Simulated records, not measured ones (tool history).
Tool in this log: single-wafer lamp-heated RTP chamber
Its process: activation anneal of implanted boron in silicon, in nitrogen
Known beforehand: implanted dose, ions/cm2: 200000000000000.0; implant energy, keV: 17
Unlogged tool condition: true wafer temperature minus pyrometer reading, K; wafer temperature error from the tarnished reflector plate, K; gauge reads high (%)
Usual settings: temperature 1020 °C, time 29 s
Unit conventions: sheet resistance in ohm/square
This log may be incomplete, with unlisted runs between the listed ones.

run	hour	temperature	time	wafers since the last listed run	wafers since the last pyrometer calibration	wafers since the reflector plate was cleaned	hours since the gauge calibration	read-back reference wafer on the same gauge, sheet resistance	sheet resistance
1	0	1020	29	0	3096	5922	448.9	382.59	449.46
2	24.4	1020	29	331	3427	6253	473.3	382.78	450.93
3	53.8	1020	29	399	3826	6652	502.7	383.06	449.97
4	79.9	1020	29	354	4180	7007	528.8	383.17	452.01
5	112.7	997	29	445	4625	7452	561.6	384.05	457.59
6	138.6	997	29	351	4977	7803	587.5	384.18	457.66
7	172.2	997	29	456	5433	8259	621.1	385.02	455.7
8	207.3	1020	29	476	5909	8736	656.2	384.87	455.22
9	235.3	1020	29	380	6289	9116	684.2	385.27	455.14
10	248.9	1020	29	184	6474	9300	697.8	385.37	455.61
11	348.5	1020	22	1351	7826	10652	797.4	386.44	458.93
# hour 357.4: reflector plate cleaned
# hour 360.4: pyrometer window cleaned and pyrometer calibrated
12	361.7	1020	22	30	17	17	810.6	386.39	455.78
13	388	1020	29	356	374	374	836.9	386.83	459.31
14	409.5	1020	29	291	666	666	858.4	387.31	457.19
# hour 415.4: gauge calibrated
15	427.1	1020	42	238	905	905	11.7	379	445.07
16	458	1008	39	419	1324	1324	42.6	379.23	448.46
17	477.2	1037	16	260	1585	1585	61.8	379.68	448.86
18	498.9	1020	13	294	1879	1879	83.5	379.42	451.28
19	517.4	1040	44	251	2130	2130	102	379.88	444.69
20	535.3	1020	29	242	2373	2373	119.9	379.75	447.52
21	588.9	1020	29	727	3101	3101	173.5	380.79	449.06

Run 22 has not been measured yet. What should we expect?
22	616	1020	29	367	3469	3469	200.6	?	?

Run 22 came out at read-back reference wafer on the same gauge, sheet resistance 381.27, sheet resistance 447.31 ohm/square.
On a tool with no hidden condition, and with the same random variation, this run would have come out at sheet resistance 442.54 ohm/square.

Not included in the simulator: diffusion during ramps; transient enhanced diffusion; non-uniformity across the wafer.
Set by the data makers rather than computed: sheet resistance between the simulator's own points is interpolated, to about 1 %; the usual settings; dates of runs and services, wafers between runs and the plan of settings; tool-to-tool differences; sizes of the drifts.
